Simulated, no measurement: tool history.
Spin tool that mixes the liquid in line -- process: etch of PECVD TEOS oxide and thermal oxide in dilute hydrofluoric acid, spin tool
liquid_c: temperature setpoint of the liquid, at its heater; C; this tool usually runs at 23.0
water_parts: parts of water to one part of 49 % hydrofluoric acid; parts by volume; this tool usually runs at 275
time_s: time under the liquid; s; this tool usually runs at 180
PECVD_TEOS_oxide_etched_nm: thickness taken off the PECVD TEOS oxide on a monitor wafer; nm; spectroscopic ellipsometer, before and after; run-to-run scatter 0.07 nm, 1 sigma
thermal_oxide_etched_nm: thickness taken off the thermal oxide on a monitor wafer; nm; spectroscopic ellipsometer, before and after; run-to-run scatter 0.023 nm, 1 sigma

run     day  liquid_c  water_parts  time_s  read-back film thickness of the PECVD TEOS oxide reference wafer, read on the same gauge (nm)  read-back film thickness of the thermal oxide reference wafer, read on the same gauge (nm)  PECVD_TEOS_oxide_etched_nm  thermal_oxide_etched_nm
  1   0.000      23.0          275     180                                                                                         150.00                                                                                     120.010                       11.34                    2.521
  2   1.238      23.0          275     180                                                                                         149.98                                                                                     119.998                       11.38                    2.483
  3   2.696      23.0          275     180                                                                                         150.00                                                                                     120.000                       11.48                    2.511
  4   3.396      23.0          275     180                                                                                         150.03                                                                                     119.992                       11.28                    2.494
  5   4.592      24.0          275     180                                                                                         150.00                                                                                     119.987                       11.80                    2.622
  6   5.500      24.0          275     180                                                                                         149.99                                                                                     120.009                       11.90                    2.580
  7   6.579      23.0          275     180                                                                                         150.00                                                                                     119.999                       11.43                    2.563
  8   7.317      23.0          275     180                                                                                         149.98                                                                                     120.000                       11.35                    2.535
  9   8.692      19.5          275     180                                                                                         149.99                                                                                     120.014                       10.22                    2.258
 10   9.296      23.0          275     120                                                                                         150.00                                                                                     119.980                        7.64                    1.701
 11   9.883      23.0          275     150                                                                                         149.98                                                                                     120.005                        9.56                    2.100
     10.183  -- thermometer replaced
 12  10.483      23.0          275     150                                                                                         150.02                                                                                     120.005                        8.89                    1.963
 13  11.938      24.0          275     180                                                                                         149.99                                                                                     120.013                       11.08                    2.419
 14  13.429      21.0          365      75                                                                                         150.00                                                                                     120.014                        2.87                    0.638
     13.525  -- hydrofluoric acid flow meter replaced
 15  14.475      18.0          275     180                                                                                         149.98                                                                                     119.986                        8.95                    2.018
     15.012  -- gauge calibrated
 16  15.538      20.5          190     100                                                                                         150.00                                                                                     119.987                        8.55                    1.936
 17  16.517      23.0          275     150                                                                                         150.00                                                                                     119.994                        9.03                    1.988
 18  17.650      20.0          195     180                                                                                         149.99                                                                                     119.995                       14.66                    3.278
 19  18.471      26.0          205     180                                                                                         150.01                                                                                     120.001                       17.31                    3.817
 20  19.596      23.0          275     255                                                                                         150.01                                                                                     120.012                       15.14                    3.319
 21  20.800      26.0          355     180                                                                                         150.00                                                                                     119.995                        8.57                    1.906
 22  21.979      26.0          275     180                                                                                         149.99                                                                                     119.992                       11.97                    2.667
 23  22.504      23.0          275     265                                                                                         150.01                                                                                     119.981                       15.99                    3.523
 24  23.879      26.5          365      85                                                                                         150.00                                                                                     120.019                        3.95                    0.860
 25  25.004      25.0          275     180                                                                                         150.01                                                                                     119.997                       11.64                    2.549

Each row is a separate what-if for the run after 25, all from the same tool condition, not one after another. Results?
  A  25.025      23.0          275     180                                                                                              ?                                                                                           ?                           ?                        ?
  B  25.025      20.5          275     150                                                                                              ?                                                                                           ?                           ?                        ?
  C  25.025      23.0          275     220                                                                                              ?                                                                                           ?                           ?                        ?
  D  25.025      25.5          275     275                                                                                              ?                                                                                           ?                           ?                        ?
  E  25.025      25.5          370      80                                                                                              ?                                                                                           ?                           ?                        ?

run  read-back film thickness of the PECVD TEOS oxide reference wafer, read on the same gauge (nm)  read-back film thickness of the thermal oxide reference wafer, read on the same gauge (nm)  PECVD_TEOS_oxide_etched_nm  thermal_oxide_etched_nm
  A                                                                                         149.99                                                                                     120.014                       10.93                    2.395
  B                                                                                         149.99                                                                                     120.014                        8.33                    1.824
  C                                                                                         149.99                                                                                     120.014                       13.36                    2.927
  D                                                                                         149.99                                                                                     120.014                       18.22                    3.991
  E                                                                                         149.99                                                                                     120.014                        3.58                    0.785
The same runs, with their run-to-run variation unchanged, on a tool lacking any hidden condition would have given:
run  PECVD_TEOS_oxide_etched_nm  thermal_oxide_etched_nm
  A                       10.60                    2.323
  B                        8.07                    1.768
  C                       12.96                    2.839
  D                       17.69                    3.874
  E                        3.48                    0.763
